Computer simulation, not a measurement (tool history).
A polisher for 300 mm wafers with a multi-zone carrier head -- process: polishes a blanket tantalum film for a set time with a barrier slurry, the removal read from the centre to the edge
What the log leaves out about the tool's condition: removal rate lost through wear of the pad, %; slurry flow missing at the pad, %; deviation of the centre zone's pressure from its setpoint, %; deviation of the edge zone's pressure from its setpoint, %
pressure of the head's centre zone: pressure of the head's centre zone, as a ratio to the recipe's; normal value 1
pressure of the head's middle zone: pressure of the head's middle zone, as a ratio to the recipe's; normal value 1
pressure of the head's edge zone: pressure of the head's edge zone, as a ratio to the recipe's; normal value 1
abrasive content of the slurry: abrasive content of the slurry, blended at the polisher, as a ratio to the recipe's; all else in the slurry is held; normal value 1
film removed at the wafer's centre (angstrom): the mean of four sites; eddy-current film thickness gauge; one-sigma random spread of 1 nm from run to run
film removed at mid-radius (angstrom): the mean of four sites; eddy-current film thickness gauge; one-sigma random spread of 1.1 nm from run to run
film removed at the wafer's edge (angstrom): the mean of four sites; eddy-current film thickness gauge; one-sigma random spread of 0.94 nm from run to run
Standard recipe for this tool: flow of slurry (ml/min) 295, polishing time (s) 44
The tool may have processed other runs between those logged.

run,hour,flow of slurry (ml/min),pressure of the head's centre zone,pressure of the head's middle zone,pressure of the head's edge zone,abrasive content of the slurry,polishing time (s),wafers since the last listed run,wafers polished on this pad,hours since the slurry nozzle was cleaned,hours since the centre zone pressure was calibrated,hours since the edge zone pressure was calibrated,hours since the carrier head's membrane was replaced,"incoming thickness of the incoming film, nm",film removed at the wafer's centre (angstrom),film removed at mid-radius (angstrom),film removed at the wafer's edge (angstrom)
1,0,295,1,1,1,1,44,0,1370,608.9,1236.9,51.4,117.3,189.6,672,766,718
2,25.9,295,0.97,1,1,1,44,299,1669,634.8,1262.8,77.3,143.2,188.5,655,753,721
3,60.9,295,1,1,1.12,1.25,44,404,2074,669.8,1297.8,112.3,178.2,189.9,718,784,833
4,75.2,295,0.93,1.07,1,1,35,165,2240,684.1,1312.1,126.6,192.5,190.8,495,625,576
# hour 86.3: worn pad replaced by a new one
5,90.3,295,1,1,1,1,44,128,45,699.2,1327.2,141.7,207.6,189.5,660,749,725
# hour 117.2: slurry nozzle cleaned
6,124,295,1.05,0.94,0.9,1.3,44,378,424,6.8,1360.9,175.4,241.3,186.9,744,756,726
# hour 129.3: centre zone pressure recalibrated
7,146.7,380,1.1,1,0.91,1,31,239,663,29.5,17.4,198.1,264,189.4,582,537,506
8,174.9,295,1,1,1.06,1,44,326,989,57.7,45.6,226.3,292.2,186.4,730,749,746
9,205.9,235,1.11,1,1,1,44,358,1348,88.7,76.6,257.3,323.2,187.2,764,721,707
10,254.8,210,1,0.94,1,1,44,565,1913,137.6,125.5,306.2,372.1,190.4,682,685,712
11,271.8,205,0.97,0.94,0.95,1,44,196,2110,154.6,142.5,323.2,389.1,188.2,677,672,673
# hour 300.5: worn pad replaced by a new one
12,301,210,1,1,1,1,44,291,6,183.8,171.7,352.4,418.3,190.7,712,704,695
13,332.3,295,1.09,0.96,1,1.15,57,361,368,215.1,203,383.7,449.6,189.1,1034,957,966
# hour 337.9: edge zone pressure recalibrated
14,345.3,295,1.11,0.92,1,0.8,44,127,495,228.1,216,7.4,462.6,190,742,641,655
15,368.4,235,1,1,1,1,39,267,762,251.2,239.1,30.5,485.7,189.9,623,637,620
16,393.3,295,1,1,1,1,44,287,1050,276.1,264,55.4,510.6,188.2,713,756,720
17,414.8,295,1,0.91,1.06,1.2,57,248,1299,297.6,285.5,76.9,532.1,187.5,982,944,1001
18,437.5,295,1,1,1,1.15,58,262,1561,320.3,308.2,99.6,554.8,192.6,994,1016,997
19,456.5,295,1.05,0.94,0.9,1.3,44,219,1781,339.3,327.2,118.6,573.8,191.4,829,773,749
20,482.8,295,1,1,1,1,44,304,2085,365.6,353.5,144.9,600.1,189.3,714,756,715
# hour 506.8: worn pad replaced by a new one
21,518.6,395,0.93,1,1.05,1.15,44,367,136,401.4,389.3,180.7,635.9,191.7,720,800,761
22,545.3,295,1,1,1,1,44,308,445,428.1,416,207.4,662.6,194.2,711,736,715
23,575.6,295,0.94,1,1,1,44,350,796,458.4,446.3,237.7,692.9,187.1,685,738,724

3 ways to go on from here, each from the tool as it stands after run 23. What would each give?
A,576,295,1,1,1,1,44,4,800,458.8,446.7,238.1,693.3,187.7,?,?,?
B,576,295,1,1.11,1,1,40,4,800,458.8,446.7,238.1,693.3,187.7,?,?,?
C,576,295,1,1,0.97,1,44,4,800,458.8,446.7,238.1,693.3,187.7,?,?,?

run,film removed at the wafer's centre (angstrom),film removed at mid-radius (angstrom),film removed at the wafer's edge (angstrom)
A,711,736,736
B,647,731,668
C,711,736,725
With no hidden state in the tool, these same runs would have given:
run,film removed at the wafer's centre (angstrom),film removed at mid-radius (angstrom),film removed at the wafer's edge (angstrom)
A,724,736,736
B,659,731,668
C,724,736,725

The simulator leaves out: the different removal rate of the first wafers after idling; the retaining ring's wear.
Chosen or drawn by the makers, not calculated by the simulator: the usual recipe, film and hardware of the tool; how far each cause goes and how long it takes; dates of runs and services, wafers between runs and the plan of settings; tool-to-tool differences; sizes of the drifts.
